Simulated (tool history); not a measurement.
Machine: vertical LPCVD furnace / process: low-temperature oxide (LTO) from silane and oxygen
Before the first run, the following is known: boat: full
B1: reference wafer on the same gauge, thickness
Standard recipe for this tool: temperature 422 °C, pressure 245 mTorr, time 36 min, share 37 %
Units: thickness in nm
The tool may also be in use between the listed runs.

{"run": 1, "hour": 0.0, "temperature": 422, "pressure": 245, "time": 36, "share": 37, "B1": 595.52, "thickness": 546.72}
{"run": 2, "hour": 28.3, "temperature": 422, "pressure": 245, "time": 36, "share": 37, "B1": 594.98, "thickness": 545.29}
{"hour": 28.5, "done": "gauge calibrated"}
{"hour": 66.7, "done": "silane flow controller replaced"}
{"run": 3, "hour": 115.3, "temperature": 422, "pressure": 245, "time": 36, "share": 37, "B1": 595.08, "thickness": 546.06}
{"run": 4, "hour": 149.6, "temperature": 422, "pressure": 245, "time": 36, "share": 37, "B1": 594.85, "thickness": 546.62}
{"run": 5, "hour": 174.2, "temperature": 422, "pressure": 245, "time": 36, "share": 37, "B1": 595.15, "thickness": 545.52}
{"run": 6, "hour": 199.0, "temperature": 422, "pressure": 245, "time": 36, "share": 37, "B1": 595.42, "thickness": 547.32}
{"run": 7, "hour": 220.6, "temperature": 422, "pressure": 210, "time": 29, "share": 37, "B1": 594.69, "thickness": 378.74}
{"run": 8, "hour": 272.0, "temperature": 422, "pressure": 245, "time": 27, "share": 41, "B1": 594.73, "thickness": 460.24}
{"run": 9, "hour": 291.9, "temperature": 433, "pressure": 245, "time": 30.5, "share": 41, "B1": 594.82, "thickness": 580.55}
{"run": 10, "hour": 318.1, "temperature": 422, "pressure": 245, "time": 42, "share": 32, "B1": 595.4, "thickness": 532.61}
{"run": 11, "hour": 334.1, "temperature": 422, "pressure": 245, "time": 36, "share": 37, "B1": 595.11, "thickness": 546.77}
{"hour": 365.8, "done": "pressure gauge zeroed"}
{"run": 12, "hour": 366.3, "temperature": 422, "pressure": 225, "time": 31.5, "share": 37, "B1": 595.45, "thickness": 440.28}
{"run": 13, "hour": 381.4, "temperature": 416, "pressure": 245, "time": 42.5, "share": 37, "B1": 595.4, "thickness": 608.72}
{"run": 14, "hour": 411.9, "temperature": 422, "pressure": 245, "time": 36, "share": 37, "B1": 595.02, "thickness": 549.03}
{"run": 15, "hour": 438.0, "temperature": 422, "pressure": 225, "time": 26.5, "share": 37, "B1": 594.73, "thickness": 372.02}
{"hour": 489.4, "done": "thermocouples replaced and temperature profile calibrated"}
{"run": 16, "hour": 489.9, "temperature": 433, "pressure": 245, "time": 36, "share": 37, "B1": 595.08, "thickness": 586.78}
{"run": 17, "hour": 494.1, "temperature": 422, "pressure": 245, "time": 32, "share": 37, "B1": 594.81, "thickness": 467.55}
{"run": 18, "hour": 509.1, "temperature": 429, "pressure": 275, "time": 45, "share": 30, "B1": 595.1, "thickness": 603.69}
{"run": 19, "hour": 531.7, "temperature": 422, "pressure": 185, "time": 36, "share": 37, "B1": 594.9, "thickness": 397.27}
{"run": 20, "hour": 549.4, "temperature": 422, "pressure": 245, "time": 36, "share": 37, "B1": 595.25, "thickness": 528.34}
{"run": 21, "hour": 565.4, "temperature": 422, "pressure": 245, "time": 36, "share": 37, "B1": 594.79, "thickness": 528}
{"run": 22, "hour": 611.3, "temperature": 422, "pressure": 245, "time": 36, "share": 37, "B1": 594.82, "thickness": 525.64}
{"run": 23, "hour": 665.4, "temperature": 422, "pressure": 245, "time": 36, "share": 37, "B1": 595.42, "thickness": 523.42}
{"run": 24, "hour": 680.1, "temperature": 422, "pressure": 245, "time": 36, "share": 37, "B1": 595.32, "thickness": 522.18}
{"run": 25, "hour": 692.2, "temperature": 422, "pressure": 245, "time": 36, "share": 37, "B1": 595.09, "thickness": 526.72}
{"run": 26, "hour": 727.3, "temperature": 422, "pressure": 210, "time": 36, "share": 37, "B1": 594.76, "thickness": 451.38}
{"run": 27, "hour": 829.1, "temperature": 422, "pressure": 285, "time": 36, "share": 39, "B1": 595.31, "thickness": 652.53}
{"run": 28, "hour": 852.0, "temperature": 422, "pressure": 275, "time": 36, "share": 30, "B1": 595.21, "thickness": 448.25}
{"run": 29, "hour": 877.0, "temperature": 412, "pressure": 225, "time": 47, "share": 33, "B1": 594.47, "thickness": 492.22}
{"run": 30, "hour": 898.3, "temperature": 431, "pressure": 295, "time": 36, "share": 40, "B1": 595.57, "thickness": 761.15}
{"run": 31, "hour": 915.6, "temperature": 430, "pressure": 245, "time": 30, "share": 37, "B1": 594.76, "thickness": 477.18}
{"run": 32, "hour": 949.3, "temperature": 422, "pressure": 245, "time": 49, "share": 37, "B1": 595.3, "thickness": 719.1}

Results for each run, recomputed without the tool's hidden state and with each run's random variation untouched:
Hidden state present: true tube temperature minus thermocouple reading, K; true pressure minus gauge reading, mTorr; deviation of the silane flow from its setpoint, %; gauge reads high (%).
run=1 thickness=524.56
run=2 thickness=523.05
run=3 thickness=523.38
run=4 thickness=523.75
run=5 thickness=522.59
run=6 thickness=524.2
run=7 thickness=362.66
run=8 thickness=441.11
run=9 thickness=557.3
run=10 thickness=508.64
run=11 thickness=523.03
run=12 thickness=421.05
run=13 thickness=581.44
run=14 thickness=524.83
run=15 thickness=355.53
run=16 thickness=586.4
run=17 thickness=467.21
run=18 thickness=603.16
run=19 thickness=396.85
run=20 thickness=527.7
run=21 thickness=527.28
run=22 thickness=524.7
run=23 thickness=522.23
run=24 thickness=520.92
run=25 thickness=525.39
run=26 thickness=450.1
run=27 thickness=650.1
run=28 thickness=446.36
run=29 thickness=490
run=30 thickness=757.99
run=31 thickness=475.07
run=32 thickness=715.6
